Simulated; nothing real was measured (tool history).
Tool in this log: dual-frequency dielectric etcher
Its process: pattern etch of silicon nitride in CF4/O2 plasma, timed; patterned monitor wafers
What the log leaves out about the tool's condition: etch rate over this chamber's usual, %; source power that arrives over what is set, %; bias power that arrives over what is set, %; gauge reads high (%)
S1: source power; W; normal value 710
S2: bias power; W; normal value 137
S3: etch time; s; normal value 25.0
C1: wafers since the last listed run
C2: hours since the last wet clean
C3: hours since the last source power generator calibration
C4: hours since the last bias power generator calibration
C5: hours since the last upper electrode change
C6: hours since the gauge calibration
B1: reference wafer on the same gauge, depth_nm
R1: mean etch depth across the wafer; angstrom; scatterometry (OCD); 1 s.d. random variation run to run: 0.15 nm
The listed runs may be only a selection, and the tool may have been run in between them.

{"run": 1, "day": 0.0, "S1": 710, "S2": 137, "S3": 25.0, "C1": 0, "C2": 208.1, "C3": 4335.8, "C4": 984.2, "C5": 3694.6, "C6": 3117.1, "B1": 69.7, "R1": 630}
{"run": 2, "day": 3.979, "S1": 710, "S2": 137, "S3": 25.0, "C1": 1198, "C2": 303.6, "C3": 4431.3, "C4": 1079.7, "C5": 3790.1, "C6": 3212.6, "B1": 69.7, "R1": 632}
{"run": 3, "day": 7.396, "S1": 710, "S2": 153, "S3": 25.0, "C1": 1029, "C2": 385.6, "C3": 4513.3, "C4": 1161.7, "C5": 3872.1, "C6": 3294.6, "B1": 69.6, "R1": 647}
{"run": 4, "day": 10.188, "S1": 710, "S2": 153, "S3": 25.0, "C1": 841, "C2": 452.6, "C3": 4580.3, "C4": 1228.7, "C5": 3939.1, "C6": 3361.6, "B1": 69.7, "R1": 645}
{"run": 5, "day": 12.596, "S1": 710, "S2": 137, "S3": 22.5, "C1": 725, "C2": 510.4, "C3": 4638.1, "C4": 1286.5, "C5": 3996.9, "C6": 3419.4, "B1": 69.7, "R1": 570}
{"day": 14.525, "done": "source power generator calibrated"}
{"day": 14.771, "done": "gauge calibrated"}
{"run": 6, "day": 15.562, "S1": 710, "S2": 137, "S3": 22.5, "C1": 843, "C2": 581.6, "C3": 24.9, "C4": 1357.7, "C5": 4068.1, "C6": 19.0, "B1": 68.4, "R1": 556}
{"day": 18.662, "done": "wet clean of the chamber"}
{"run": 7, "day": 20.008, "S1": 710, "S2": 137, "S3": 21.5, "C1": 1038, "C2": 32.3, "C3": 131.6, "C4": 1464.4, "C5": 4174.8, "C6": 125.7, "B1": 68.5, "R1": 534}
{"run": 8, "day": 21.975, "S1": 710, "S2": 137, "S3": 21.5, "C1": 592, "C2": 79.5, "C3": 178.8, "C4": 1511.6, "C5": 4222.0, "C6": 172.9, "B1": 68.6, "R1": 534}
{"run": 9, "day": 26.196, "S1": 710, "S2": 137, "S3": 21.5, "C1": 1271, "C2": 180.8, "C3": 280.1, "C4": 1612.9, "C5": 4323.3, "C6": 274.2, "B1": 68.7, "R1": 533}
{"run": 10, "day": 29.879, "S1": 890, "S2": 137, "S3": 30.5, "C1": 1109, "C2": 269.2, "C3": 368.5, "C4": 1701.3, "C5": 4411.7, "C6": 362.6, "B1": 68.8, "R1": 869}
{"day": 32.0, "done": "upper electrode replaced"}
{"run": 11, "day": 32.75, "S1": 880, "S2": 158, "S3": 32.0, "C1": 563, "C2": 338.1, "C3": 437.4, "C4": 1770.2, "C5": 18.0, "C6": 431.5, "B1": 68.8, "R1": 929}
{"run": 12, "day": 35.233, "S1": 890, "S2": 137, "S3": 28.0, "C1": 748, "C2": 397.7, "C3": 497.0, "C4": 1829.8, "C5": 77.6, "C6": 491.1, "B1": 68.9, "R1": 801}
{"run": 13, "day": 40.508, "S1": 760, "S2": 120, "S3": 21.0, "C1": 1589, "C2": 524.3, "C3": 623.6, "C4": 1956.4, "C5": 204.2, "C6": 617.7, "B1": 68.9, "R1": 533}
{"day": 44.842, "done": "wet clean of the chamber"}
{"run": 14, "day": 44.862, "S1": 710, "S2": 137, "S3": 25.0, "C1": 1010, "C2": 0.5, "C3": 728.1, "C4": 2060.9, "C5": 308.7, "C6": 722.2, "B1": 69.1, "R1": 627}
{"run": 15, "day": 47.888, "S1": 840, "S2": 137, "S3": 25.0, "C1": 911, "C2": 73.1, "C3": 800.7, "C4": 2133.5, "C5": 381.3, "C6": 794.8, "B1": 69.1, "R1": 692}
{"run": 16, "day": 49.688, "S1": 830, "S2": 156, "S3": 29.5, "C1": 542, "C2": 116.3, "C3": 843.9, "C4": 2176.7, "C5": 424.5, "C6": 838.0, "B1": 69.2, "R1": 831}
{"run": 17, "day": 51.471, "S1": 710, "S2": 114, "S3": 25.0, "C1": 537, "C2": 159.1, "C3": 886.7, "C4": 2219.5, "C5": 467.3, "C6": 880.8, "B1": 69.2, "R1": 606}
{"run": 18, "day": 55.542, "S1": 620, "S2": 113, "S3": 19.0, "C1": 1226, "C2": 256.8, "C3": 984.4, "C4": 2317.2, "C5": 565.0, "C6": 978.5, "B1": 69.2, "R1": 426}
{"day": 55.95, "done": "bias power generator calibrated"}
{"run": 19, "day": 57.371, "S1": 710, "S2": 137, "S3": 25.0, "C1": 500, "C2": 300.7, "C3": 1028.3, "C4": 34.1, "C5": 608.9, "C6": 1022.4, "B1": 69.3, "R1": 628}
{"run": 20, "day": 59.758, "S1": 650, "S2": 137, "S3": 29.5, "C1": 719, "C2": 358.0, "C3": 1085.6, "C4": 91.4, "C5": 666.2, "C6": 1079.7, "B1": 69.3, "R1": 705}
{"run": 21, "day": 61.925, "S1": 550, "S2": 118, "S3": 18.0, "C1": 652, "C2": 410.0, "C3": 1137.6, "C4": 143.4, "C5": 718.2, "C6": 1131.7, "B1": 69.3, "R1": 382}
{"run": 22, "day": 66.371, "S1": 820, "S2": 117, "S3": 17.5, "C1": 1339, "C2": 516.7, "C3": 1244.3, "C4": 250.1, "C5": 824.9, "C6": 1238.4, "B1": 69.4, "R1": 465}
{"day": 69.046, "done": "wet clean of the chamber"}
{"run": 23, "day": 77.042, "S1": 760, "S2": 120, "S3": 21.0, "C1": 2913, "C2": 191.9, "C3": 1500.4, "C4": 506.2, "C5": 1081.0, "C6": 1494.5, "B1": 69.5, "R1": 537}
{"run": 24, "day": 78.604, "S1": 530, "S2": 137, "S3": 25.0, "C1": 470, "C2": 229.4, "C3": 1537.9, "C4": 543.7, "C5": 1118.5, "C6": 1532.0, "B1": 69.4, "R1": 537}
{"run": 25, "day": 81.017, "S1": 860, "S2": 146, "S3": 25.0, "C1": 726, "C2": 287.3, "C3": 1595.8, "C4": 601.6, "C5": 1176.4, "C6": 1589.9, "B1": 69.5, "R1": 714}
{"run": 26, "day": 82.65, "S1": 710, "S2": 111, "S3": 25.0, "C1": 492, "C2": 326.5, "C3": 1635.0, "C4": 640.8, "C5": 1215.6, "C6": 1629.1, "B1": 69.5, "R1": 606}
{"run": 27, "day": 86.7, "S1": 710, "S2": 137, "S3": 18.0, "C1": 1220, "C2": 423.7, "C3": 1732.2, "C4": 738.0, "C5": 1312.8, "C6": 1726.3, "B1": 69.4, "R1": 453}
{"run": 28, "day": 90.721, "S1": 710, "S2": 137, "S3": 20.0, "C1": 1211, "C2": 520.2, "C3": 1828.7, "C4": 834.5, "C5": 1409.3, "C6": 1822.8, "B1": 69.5, "R1": 504}
{"day": 92.575, "done": "wet clean of the chamber"}
{"run": 29, "day": 92.904, "S1": 880, "S2": 123, "S3": 22.5, "C1": 356, "C2": 7.9, "C3": 1881.1, "C4": 886.9, "C5": 1461.7, "C6": 1875.2, "B1": 69.6, "R1": 633}
{"run": 30, "day": 96.883, "S1": 710, "S2": 137, "S3": 25.0, "C1": 1198, "C2": 103.4, "C3": 1976.6, "C4": 982.4, "C5": 1557.2, "C6": 1970.7, "B1": 69.5, "R1": 632}

Pick out some run-to-run changes in R1. Of each, how much would a tool without hidden state show as well, from the settings, what came in and chance, and how much is left for the hidden state and any gauge scatter not in both results compared?
Run 5 -> 6: source power generator calibrated, gauge calibrated. R1 -14 angstrom: hidden state -11, all else -3.
Run 9 -> 10: S1 710 -> 890, S3 21.5 -> 30.5. R1 +336 angstrom: hidden state +1, all else +335.
Run 12 -> 13: S1 890 -> 760, S2 137 -> 120, S3 28.0 -> 21.0. R1 -268 angstrom: hidden state -2, all else -266.
Run 16 -> 17: S1 830 -> 710, S2 156 -> 114, S3 29.5 -> 25.0. R1 -225 angstrom: hidden state -3, all else -222.
Run 20 -> 21: S1 650 -> 550, S2 137 -> 118, S3 29.5 -> 18.0. R1 -323 angstrom: hidden state -4, all else -319.

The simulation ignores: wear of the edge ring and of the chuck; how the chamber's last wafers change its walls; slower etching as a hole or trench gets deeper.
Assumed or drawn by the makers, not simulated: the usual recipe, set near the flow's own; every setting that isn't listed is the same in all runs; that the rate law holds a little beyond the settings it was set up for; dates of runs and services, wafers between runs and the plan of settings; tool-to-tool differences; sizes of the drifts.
